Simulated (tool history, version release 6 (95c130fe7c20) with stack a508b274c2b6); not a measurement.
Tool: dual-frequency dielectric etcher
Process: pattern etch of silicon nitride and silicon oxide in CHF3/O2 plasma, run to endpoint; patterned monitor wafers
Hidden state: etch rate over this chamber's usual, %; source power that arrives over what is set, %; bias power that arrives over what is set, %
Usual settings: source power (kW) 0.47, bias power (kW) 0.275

| run | day | source power (kW) | bias power (kW) | wafers since the last listed run | hours since the last wet clean | hours since the last source power generator calibration | hours since the last bias power generator calibration | hours since the last upper electrode change | incoming incoming film thickness, nm | endpoint time (s) |
|---|---|---|---|---|---|---|---|---|---|---|
| 1 | 0 | 0.47 | 0.275 | 0 | 162.1 | 1973.8 | 4354.6 | 3067.2 | 163.7 | 109.7 |
| 2 | 0.346 | 0.47 | 0.275 | 53 | 170.4 | 1982.1 | 4362.9 | 3075.5 | 163.9 | 110 |
| 3 | 1.421 | 0.47 | 0.239 | 164 | 196.2 | 2007.9 | 4388.7 | 3101.3 | 160.4 | 116.9 |
| 4 | 1.7 | 0.47 | 0.301 | 42 | 202.9 | 2014.6 | 4395.4 | 3108 | 161.8 | 103.1 |
| 5 | 2.15 | 0.38 | 0.275 | 69 | 213.7 | 2025.4 | 4406.2 | 3118.8 | 160.7 | 117.1 |
| 6 | 2.7 | 0.38 | 0.275 | 84 | 226.9 | 2038.6 | 4419.4 | 3132 | 161 | 116.6 |
| 7 | 2.958 | 0.38 | 0.275 | 39 | 233.1 | 2044.8 | 4425.6 | 3138.2 | 163.1 | 118.8 |
| 8 | 3.538 | 0.47 | 0.258 | 88 | 247 | 2058.7 | 4439.5 | 3152.1 | 161.2 | 112.7 |
| 9 | 3.958 | 0.47 | 0.258 | 64 | 257.1 | 2068.8 | 4449.6 | 3162.2 | 162.4 | 113.3 |
| 10 | 4.425 | 0.47 | 0.258 | 71 | 268.3 | 2080 | 4460.8 | 3173.4 | 162 | 113.5 |
| 11 | 4.908 | 0.47 | 0.275 | 74 | 279.9 | 2091.6 | 4472.4 | 3185 | 161.2 | 108.7 |
|  | 5.529 | bias power generator calibrated |
| 12 | 5.654 | 0.47 | 0.275 | 88 | 297.8 | 2109.5 | 3 | 3202.9 | 162.9 | 110.6 |
| 13 | 5.925 | 0.47 | 0.275 | 41 | 304.3 | 2116 | 9.5 | 3209.4 | 162.3 | 109.4 |
| 14 | 6.583 | 0.57 | 0.224 | 101 | 320.1 | 2131.8 | 25.3 | 3225.2 | 162.1 | 114.9 |
| 15 | 7.725 | 0.47 | 0.275 | 175 | 347.5 | 2159.2 | 52.7 | 3252.6 | 160.5 | 109.2 |
| 16 | 8.15 | 0.47 | 0.275 | 65 | 357.7 | 2169.4 | 62.9 | 3262.8 | 161.1 | 109.6 |
| 17 | 8.479 | 0.4 | 0.307 | 50 | 365.6 | 2177.3 | 70.8 | 3270.7 | 162.3 | 109.2 |
|  | 9.554 | source power generator calibrated |
|  | 9.796 | wet clean of the chamber |
| 18 | 9.817 | 0.37 | 0.23 | 142 | 0.5 | 6.3 | 102.9 | 3302.8 | 161.1 | 129.3 |
| 19 | 9.833 | 0.47 | 0.275 | 2 | 0.9 | 6.7 | 103.3 | 3303.2 | 162.8 | 107.1 |
|  | 10.846 | upper electrode replaced |
| 20 | 10.867 | 0.54 | 0.275 | 5 | 25.7 | 31.5 | 128.1 | 0.5 | 161.5 | 101.5 |
| 21 | 10.883 | 0.43 | 0.275 | 2 | 26.1 | 31.9 | 128.5 | 0.9 | 164 | 112.2 |
| 22 | 11.354 | 0.53 | 0.217 | 72 | 37.4 | 43.2 | 139.8 | 12.2 | 161.6 | 118.1 |
| 23 | 11.983 | 0.4 | 0.337 | 96 | 52.5 | 58.3 | 154.9 | 27.3 | 161 | 101.2 |
| 24 | 12.683 | 0.5 | 0.244 | 107 | 69.3 | 75.1 | 171.7 | 44.1 | 162 | 112.6 |
| 25 | 13.212 | 0.58 | 0.341 | 81 | 82 | 87.8 | 184.4 | 56.8 | 161.1 | 87.5 |
| 26 | 13.625 | 0.47 | 0.249 | 63 | 91.9 | 97.7 | 194.3 | 66.7 | 162.4 | 114.1 |

The tool's hidden state at each run:
source power that arrives over what is set, %: 0 in every run
bias power that arrives over what is set, %: 0 in every run
H1: etch rate over this chamber's usual, %
| run | H1 |
|---|---|
| 1 | -1.29 |
| 2 | -1.34 |
| 3 | -1.49 |
| 4 | -1.53 |
| 5 | -1.59 |
| 6 | -1.67 |
| 7 | -1.7 |
| 8 | -1.78 |
| 9 | -1.84 |
| 10 | -1.91 |
| 11 | -1.97 |
| 12 | -2.08 |
| 13 | -2.12 |
| 14 | -2.21 |
| 15 | -2.37 |
| 16 | -2.43 |
| 17 | -2.47 |
| 18 | 0.211 |
| 19 | 0.209 |
| 20 | 0.064 |
| 21 | 0.0617 |
| 22 | -0.0042 |
| 23 | -0.0922 |
| 24 | -0.19 |
| 25 | -0.264 |
| 26 | -0.322 |
